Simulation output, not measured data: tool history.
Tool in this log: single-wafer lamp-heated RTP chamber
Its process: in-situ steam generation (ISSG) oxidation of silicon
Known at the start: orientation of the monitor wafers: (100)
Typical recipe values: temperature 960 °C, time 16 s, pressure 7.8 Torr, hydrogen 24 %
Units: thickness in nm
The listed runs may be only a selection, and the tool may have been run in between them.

run     day  temperature  time  pressure  hydrogen  read-back reference wafer on the same gauge, thickness  thickness
  1   0.000          960    16       7.8        19                                                   3.651      3.998
  2   2.275          960    16       7.8        24                                                   3.652      4.237
  3   6.667          960    18       7.1        24                                                   3.652      4.459
  4   9.304          960    18       7.1        24                                                   3.652      4.461
     11.950  -- pyrometer window cleaned and pyrometer calibrated
  5  12.612          960    18       7.1        24                                                   3.651      4.401
  6  14.446          960    16       7.8        24                                                   3.652      4.213
     17.433  -- hydrogen flow controller replaced
  7  17.458          960    16       7.8        24                                                   3.649      4.217
     19.288  -- gauge calibrated
  8  20.725          960    14       7.8        24                                                   3.651      4.050
  9  24.438          960    16       7.8        14                                                   3.653      3.761
 10  27.771          954    19       6.9        28                                                   3.651      4.676
     31.808  -- pyrometer window cleaned and pyrometer calibrated
 11  31.829          960    16       7.8        24                                                   3.652      4.170
     33.658  -- pressure gauge zeroed
 12  34.604          941    13       7.8        24                                                   3.651      3.674
 13  36.525          941    13       7.8        24                                                   3.647      3.690
 14  39.829          944    16       8.3        24                                                   3.648      4.012
 15  44.025          960    16       7.8        24                                                   3.651      4.248

Expected results for the next run?
 16  47.838          960    18       7.8        29                                                       ?          ?

Run 16 gave read-back reference wafer on the same gauge, thickness 3.651, thickness 4.709 nm.
Had the tool carried no hidden state, the very same run would have given thickness 4.600 nm.
